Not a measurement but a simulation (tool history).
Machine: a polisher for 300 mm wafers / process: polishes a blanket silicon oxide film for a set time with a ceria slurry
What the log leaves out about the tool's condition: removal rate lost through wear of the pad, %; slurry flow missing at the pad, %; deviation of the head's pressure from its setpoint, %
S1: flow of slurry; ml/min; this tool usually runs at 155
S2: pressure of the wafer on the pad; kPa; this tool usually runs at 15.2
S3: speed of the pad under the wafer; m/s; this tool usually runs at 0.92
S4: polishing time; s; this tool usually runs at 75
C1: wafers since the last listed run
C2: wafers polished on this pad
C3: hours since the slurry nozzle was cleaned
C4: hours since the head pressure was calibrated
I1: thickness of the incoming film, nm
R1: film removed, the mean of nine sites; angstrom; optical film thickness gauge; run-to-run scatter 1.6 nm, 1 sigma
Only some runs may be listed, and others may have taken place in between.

run 1 day=0.000 | S1=155 S2=15.2 S3=0.92 S4=75 | C1=0 C2=522 C3=320.4 C4=904.8 | I1=727.9 | R1=1999
run 2 day=1.408 | S1=155 S2=15.2 S3=0.92 S4=75 | C1=355 C2=878 C3=354.2 C4=938.6 | I1=717.6 | R1=1981
run 3 day=2.742 | S1=155 S2=15.2 S3=0.92 S4=75 | C1=336 C2=1215 C3=386.2 C4=970.6 | I1=731.9 | R1=1933
-- day=3.425 slurry nozzle cleaned
run 4 day=3.462 | S1=155 S2=15.2 S3=1.12 S4=75 | C1=171 C2=1386 C3=0.9 C4=987.9 | I1=734.1 | R1=2349
-- day=5.033 worn pad replaced by a new one
run 5 day=5.054 | S1=155 S2=15.2 S3=1.12 S4=75 | C1=359 C2=5 C3=39.1 C4=1026.1 | I1=729.8 | R1=2510
run 6 day=6.379 | S1=155 S2=15.2 S3=1.12 S4=75 | C1=334 C2=340 C3=70.9 C4=1057.9 | I1=735.6 | R1=2442
run 7 day=7.521 | S1=155 S2=15.2 S3=0.92 S4=86 | C1=288 C2=628 C3=98.3 C4=1085.3 | I1=719.8 | R1=2261
run 8 day=8.717 | S1=155 S2=15.2 S3=0.92 S4=75 | C1=302 C2=930 C3=127.0 C4=1114.0 | I1=724.0 | R1=1967
run 9 day=9.596 | S1=155 S2=15.2 S3=0.92 S4=75 | C1=222 C2=1152 C3=148.1 C4=1135.1 | I1=743.0 | R1=1940
run 10 day=10.192 | S1=135 S2=15.2 S3=0.92 S4=91 | C1=150 C2=1303 C3=162.4 C4=1149.4 | I1=743.4 | R1=2257
run 11 day=10.875 | S1=135 S2=15.2 S3=0.92 S4=91 | C1=172 C2=1475 C3=178.8 C4=1165.8 | I1=728.1 | R1=2266
run 12 day=12.092 | S1=115 S2=15.2 S3=0.92 S4=75 | C1=307 C2=1783 C3=208.0 C4=1195.0 | I1=732.8 | R1=1790
-- day=13.012 worn pad replaced by a new one
run 13 day=13.483 | S1=155 S2=15.2 S3=0.92 S4=75 | C1=309 C2=119 C3=241.4 C4=1228.4 | I1=736.4 | R1=1998
run 14 day=14.983 | S1=155 S2=15.2 S3=0.92 S4=75 | C1=378 C2=498 C3=277.4 C4=1264.4 | I1=726.7 | R1=1992
run 15 day=16.058 | S1=155 S2=15.2 S3=0.92 S4=75 | C1=271 C2=769 C3=303.2 C4=1290.2 | I1=732.9 | R1=1954
run 16 day=17.175 | S1=155 S2=15.2 S3=0.92 S4=75 | C1=282 C2=1051 C3=330.0 C4=1317.0 | I1=725.7 | R1=1897
run 17 day=19.038 | S1=130 S2=10.3 S3=0.92 S4=75 | C1=470 C2=1522 C3=374.7 C4=1361.7 | I1=724.8 | R1=1340
run 18 day=19.967 | S1=130 S2=10.3 S3=0.92 S4=75 | C1=234 C2=1756 C3=397.0 C4=1384.0 | I1=728.8 | R1=1338
run 19 day=20.583 | S1=155 S2=15.2 S3=1.12 S4=75 | C1=155 C2=1912 C3=411.8 C4=1398.8 | I1=739.3 | R1=2222
-- day=20.704 head pressure recalibrated
-- day=20.842 worn pad replaced by a new one
run 20 day=21.571 | S1=120 S2=9.7 S3=0.92 S4=75 | C1=193 C2=183 C3=435.5 C4=20.8 | I1=723.5 | R1=1442
-- day=21.767 slurry nozzle cleaned
run 21 day=22.183 | S1=155 S2=15.2 S3=0.92 S4=67 | C1=144 C2=328 C3=10.0 C4=35.5 | I1=728.3 | R1=1912
run 22 day=23.204 | S1=200 S2=20.0 S3=0.80 S4=75 | C1=257 C2=586 C3=34.5 C4=60.0 | I1=735.3 | R1=2395
run 23 day=24.346 | S1=110 S2=17.9 S3=0.78 S4=55 | C1=288 C2=874 C3=61.9 C4=87.4 | I1=735.6 | R1=1396
run 24 day=25.604 | S1=155 S2=11.0 S3=1.16 S4=75 | C1=317 C2=1192 C3=92.1 C4=117.6 | I1=730.0 | R1=1996
run 25 day=26.571 | S1=155 S2=15.2 S3=0.92 S4=75 | C1=244 C2=1436 C3=115.3 C4=140.8 | I1=734.4 | R1=2038
-- day=27.238 worn pad replaced by a new one
run 26 day=27.738 | S1=155 S2=15.2 S3=0.92 S4=75 | C1=252 C2=126 C3=143.3 C4=168.8 | I1=730.9 | R1=2102
run 27 day=29.054 | S1=155 S2=15.2 S3=0.92 S4=75 | C1=332 C2=458 C3=174.9 C4=200.4 | I1=732.1 | R1=2093
run 28 day=30.154 | S1=155 S2=15.2 S3=0.76 S4=75 | C1=277 C2=736 C3=201.3 C4=226.8 | I1=735.8 | R1=1676
run 29 day=31.621 | S1=170 S2=15.2 S3=0.92 S4=85 | C1=370 C2=1107 C3=236.5 C4=262.0 | I1=721.5 | R1=2287
run 30 day=32.129 | S1=200 S2=15.2 S3=1.18 S4=92 | C1=128 C2=1235 C3=248.7 C4=274.2 | I1=732.6 | R1=3238
run 31 day=32.983 | S1=155 S2=15.2 S3=0.92 S4=75 | C1=215 C2=1451 C3=269.2 C4=294.7 | I1=726.3 | R1=1968
-- day=33.775 worn pad replaced by a new one
run 32 day=33.796 | S1=190 S2=15.2 S3=0.76 S4=75 | C1=163 C2=5 C3=288.7 C4=314.2 | I1=729.2 | R1=1800
run 33 day=34.729 | S1=155 S2=13.1 S3=0.80 S4=75 | C1=235 C2=240 C3=311.1 C4=336.6 | I1=739.9 | R1=1621

What the log doesn't show, run by run:
slurry flow missing at the pad, %: 0, the same for each run
H1: removal rate lost through wear of the pad, %
H2: deviation of the head's pressure from its setpoint, %
run=1 H1=2.4 H2=-5.36
run=2 H1=3.94 H2=-5.56
run=3 H1=5.4 H2=-5.74
run=4 H1=6.19 H2=-5.83
run=5 H1=1.02 H2=-6.05
run=6 H1=2.47 H2=-6.23
run=7 H1=3.72 H2=-6.39
run=8 H1=5.03 H2=-6.55
run=9 H1=5.99 H2=-6.67
run=10 H1=6.64 H2=-6.75
run=11 H1=7.38 H2=-6.84
run=12 H1=8.71 H2=-7.01
run=13 H1=1.36 H2=-7.2
run=14 H1=3 H2=-7.4
run=15 H1=4.17 H2=-7.54
run=16 H1=5.39 H2=-7.7
run=17 H1=7.43 H2=-7.95
run=18 H1=8.44 H2=-8.08
run=19 H1=9.12 H2=-8.16
run=20 H1=0.814 H2=-0.151
run=21 H1=1.48 H2=-0.234
run=22 H1=2.6 H2=-0.373
run=23 H1=3.85 H2=-0.528
run=24 H1=5.22 H2=-0.699
run=25 H1=6.28 H2=-0.83
run=26 H1=2.51 H2=-0.989
run=27 H1=3.95 H2=-1.17
run=28 H1=5.15 H2=-1.32
run=29 H1=6.75 H2=-1.52
run=30 H1=7.31 H2=-1.58
run=31 H1=8.24 H2=-1.7
run=32 H1=1.16 H2=-1.81
run=33 H1=2.19 H2=-1.94
